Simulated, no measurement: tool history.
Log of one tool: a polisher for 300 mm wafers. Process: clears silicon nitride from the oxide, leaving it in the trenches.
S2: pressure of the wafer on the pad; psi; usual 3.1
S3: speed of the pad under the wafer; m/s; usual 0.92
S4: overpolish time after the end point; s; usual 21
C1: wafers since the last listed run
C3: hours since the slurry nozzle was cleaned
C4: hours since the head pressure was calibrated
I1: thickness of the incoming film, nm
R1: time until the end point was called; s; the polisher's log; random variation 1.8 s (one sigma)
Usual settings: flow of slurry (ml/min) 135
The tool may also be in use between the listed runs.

{"run": 1, "hour": 0.0, "flow of slurry (ml/min)": 135, "S2": 3.1, "S3": 0.92, "S4": 21, "C1": 0, "wafers polished on this pad": 1431, "C3": 106.6, "C4": 422.9, "I1": 100.3, "R1": 106.2}
{"run": 2, "hour": 36.8, "flow of slurry (ml/min)": 135, "S2": 3.1, "S3": 0.92, "S4": 21, "C1": 233, "wafers polished on this pad": 1665, "C3": 143.4, "C4": 459.7, "I1": 99.9, "R1": 99.9}
{"run": 3, "hour": 99.3, "flow of slurry (ml/min)": 135, "S2": 3.1, "S3": 0.92, "S4": 21, "C1": 397, "wafers polished on this pad": 2062, "C3": 205.9, "C4": 522.2, "I1": 99.7, "R1": 99.8}
{"hour": 142.5, "done": "head pressure recalibrated"}
{"run": 4, "hour": 145.1, "flow of slurry (ml/min)": 135, "S2": 3.1, "S3": 0.92, "S4": 21, "C1": 278, "wafers polished on this pad": 2341, "C3": 251.7, "C4": 2.6, "I1": 100.6, "R1": 102.7}
{"hour": 173.2, "done": "worn pad replaced by a new one"}
{"hour": 248.9, "done": "slurry nozzle cleaned"}
{"run": 5, "hour": 249.4, "flow of slurry (ml/min)": 135, "S2": 3.1, "S3": 0.92, "S4": 21, "C1": 631, "wafers polished on this pad": 478, "C3": 0.5, "C4": 106.9, "I1": 100.7, "R1": 104.8}
{"run": 6, "hour": 414.2, "flow of slurry (ml/min)": 150, "S2": 3.1, "S3": 0.92, "S4": 21, "C1": 1047, "wafers polished on this pad": 1526, "C3": 165.3, "C4": 271.7, "I1": 100.7, "R1": 104.8}
{"run": 7, "hour": 452.0, "flow of slurry (ml/min)": 150, "S2": 3.1, "S3": 0.92, "S4": 21, "C1": 240, "wafers polished on this pad": 1766, "C3": 203.1, "C4": 309.5, "I1": 99.9, "R1": 103.4}
{"run": 8, "hour": 501.0, "flow of slurry (ml/min)": 150, "S2": 3.1, "S3": 0.92, "S4": 21, "C1": 311, "wafers polished on this pad": 2077, "C3": 252.1, "C4": 358.5, "I1": 99.7, "R1": 106.9}
{"hour": 551.2, "done": "worn pad replaced by a new one"}
{"run": 9, "hour": 579.7, "flow of slurry (ml/min)": 160, "S2": 3.1, "S3": 0.92, "S4": 21, "C1": 474, "wafers polished on this pad": 181, "C3": 330.8, "C4": 437.2, "I1": 100.7, "R1": 102.8}
{"hour": 587.7, "done": "slurry nozzle cleaned"}
{"run": 10, "hour": 629.9, "flow of slurry (ml/min)": 160, "S2": 3.1, "S3": 0.92, "S4": 21, "C1": 312, "wafers polished on this pad": 494, "C3": 42.2, "C4": 487.4, "I1": 100.6, "R1": 105.9}
{"run": 11, "hour": 736.7, "flow of slurry (ml/min)": 135, "S2": 3.6, "S3": 0.92, "S4": 31, "C1": 679, "wafers polished on this pad": 1173, "C3": 149.0, "C4": 594.2, "I1": 102.0, "R1": 92.2}
{"hour": 743.0, "done": "head pressure recalibrated"}
{"run": 12, "hour": 836.4, "flow of slurry (ml/min)": 135, "S2": 3.6, "S3": 0.92, "S4": 31, "C1": 621, "wafers polished on this pad": 1794, "C3": 248.7, "C4": 93.4, "I1": 100.1, "R1": 90.0}
{"hour": 892.2, "done": "worn pad replaced by a new one"}
{"run": 13, "hour": 905.0, "flow of slurry (ml/min)": 135, "S2": 3.1, "S3": 0.92, "S4": 21, "C1": 410, "wafers polished on this pad": 81, "C3": 317.3, "C4": 162.0, "I1": 99.9, "R1": 104.2}
{"run": 14, "hour": 960.7, "flow of slurry (ml/min)": 135, "S2": 3.1, "S3": 0.92, "S4": 21, "C1": 354, "wafers polished on this pad": 435, "C3": 373.0, "C4": 217.7, "I1": 98.2, "R1": 103.2}
{"hour": 1002.3, "done": "slurry nozzle cleaned"}
{"run": 15, "hour": 1011.7, "flow of slurry (ml/min)": 135, "S2": 3.1, "S3": 0.92, "S4": 21, "C1": 317, "wafers polished on this pad": 753, "C3": 9.4, "C4": 268.7, "I1": 98.9, "R1": 103.9}
{"run": 16, "hour": 1077.9, "flow of slurry (ml/min)": 135, "S2": 3.1, "S3": 0.92, "S4": 21, "C1": 420, "wafers polished on this pad": 1174, "C3": 75.6, "C4": 334.9, "I1": 100.2, "R1": 105.9}
{"run": 17, "hour": 1145.3, "flow of slurry (ml/min)": 115, "S2": 3.1, "S3": 0.92, "S4": 21, "C1": 428, "wafers polished on this pad": 1602, "C3": 143.0, "C4": 402.3, "I1": 100.6, "R1": 108.2}
{"run": 18, "hour": 1215.0, "flow of slurry (ml/min)": 135, "S2": 3.1, "S3": 0.92, "S4": 17, "C1": 443, "wafers polished on this pad": 2045, "C3": 212.7, "C4": 472.0, "I1": 100.0, "R1": 105.0}
{"run": 19, "hour": 1275.6, "flow of slurry (ml/min)": 135, "S2": 3.1, "S3": 0.92, "S4": 21, "C1": 385, "wafers polished on this pad": 2430, "C3": 273.3, "C4": 532.6, "I1": 99.3, "R1": 100.9}
{"hour": 1338.9, "done": "worn pad replaced by a new one"}
{"run": 20, "hour": 1353.6, "flow of slurry (ml/min)": 135, "S2": 3.8, "S3": 0.92, "S4": 29, "C1": 470, "wafers polished on this pad": 93, "C3": 351.3, "C4": 610.6, "I1": 99.8, "R1": 84.8}
{"hour": 1396.3, "done": "slurry nozzle cleaned"}
{"hour": 1406.0, "done": "head pressure recalibrated"}
{"run": 21, "hour": 1433.1, "flow of slurry (ml/min)": 110, "S2": 2.4, "S3": 0.92, "S4": 16, "C1": 486, "wafers polished on this pad": 579, "C3": 36.8, "C4": 27.1, "I1": 101.4, "R1": 144.6}
{"run": 22, "hour": 1536.1, "flow of slurry (ml/min)": 115, "S2": 3.1, "S3": 0.92, "S4": 10, "C1": 654, "wafers polished on this pad": 1234, "C3": 139.8, "C4": 130.1, "I1": 98.6, "R1": 104.9}
{"run": 23, "hour": 1600.9, "flow of slurry (ml/min)": 135, "S2": 3.1, "S3": 0.92, "S4": 21, "C1": 411, "wafers polished on this pad": 1646, "C3": 204.6, "C4": 194.9, "I1": 100.6, "R1": 104.5}
{"run": 24, "hour": 1649.9, "flow of slurry (ml/min)": 115, "S2": 4.0, "S3": 0.92, "S4": 13, "C1": 311, "wafers polished on this pad": 1958, "C3": 253.6, "C4": 243.9, "I1": 100.9, "R1": 83.5}
{"hour": 1692.4, "done": "worn pad replaced by a new one"}
{"hour": 1746.2, "done": "slurry nozzle cleaned"}
{"run": 25, "hour": 1753.9, "flow of slurry (ml/min)": 165, "S2": 3.1, "S3": 0.92, "S4": 11, "C1": 629, "wafers polished on this pad": 384, "C3": 7.7, "C4": 347.9, "I1": 101.2, "R1": 105.5}
{"run": 26, "hour": 1858.7, "flow of slurry (ml/min)": 150, "S2": 3.9, "S3": 0.92, "S4": 30, "C1": 666, "wafers polished on this pad": 1051, "C3": 112.5, "C4": 452.7, "I1": 98.3, "R1": 83.4}
{"run": 27, "hour": 1897.4, "flow of slurry (ml/min)": 100, "S2": 3.1, "S3": 0.6, "S4": 21, "C1": 246, "wafers polished on this pad": 1297, "C3": 151.2, "C4": 491.4, "I1": 100.8, "R1": 167.8}
{"run": 28, "hour": 1985.7, "flow of slurry (ml/min)": 135, "S2": 2.3, "S3": 0.92, "S4": 21, "C1": 561, "wafers polished on this pad": 1858, "C3": 239.5, "C4": 579.7, "I1": 100.9, "R1": 141.2}

Forecast each of these 5 alternatives for the next run:
{"run": "A", "hour": 1986.2, "flow of slurry (ml/min)": 180, "S2": 3.1, "S3": 0.92, "S4": 21, "C1": 3, "wafers polished on this pad": 1861, "C3": 240.0, "C4": 580.2, "I1": 99.6, "R1": "?"}
{"run": "B", "hour": 1986.2, "flow of slurry (ml/min)": 125, "S2": 2.1, "S3": 1.14, "S4": 14, "C1": 3, "wafers polished on this pad": 1861, "C3": 240.0, "C4": 580.2, "I1": 99.6, "R1": "?"}
{"run": "C", "hour": 1986.2, "flow of slurry (ml/min)": 135, "S2": 3.1, "S3": 0.62, "S4": 17, "C1": 3, "wafers polished on this pad": 1861, "C3": 240.0, "C4": 580.2, "I1": 99.6, "R1": "?"}
{"run": "D", "hour": 1986.2, "flow of slurry (ml/min)": 105, "S2": 2.3, "S3": 1.08, "S4": 21, "C1": 3, "wafers polished on this pad": 1861, "C3": 240.0, "C4": 580.2, "I1": 99.6, "R1": "?"}
{"run": "E", "hour": 1986.2, "flow of slurry (ml/min)": 90, "S2": 2.5, "S3": 0.92, "S4": 33, "C1": 3, "wafers polished on this pad": 1861, "C3": 240.0, "C4": 580.2, "I1": 99.6, "R1": "?"}

run=A R1=98.3
run=B R1=124.7
run=C R1=149.9
run=D R1=123.9
run=E R1=137.4
Without the tool's hidden state the same runs would have given:
run=A R1=98.3
run=B R1=124.7
run=C R1=149.9
run=D R1=123.9
run=E R1=137.4
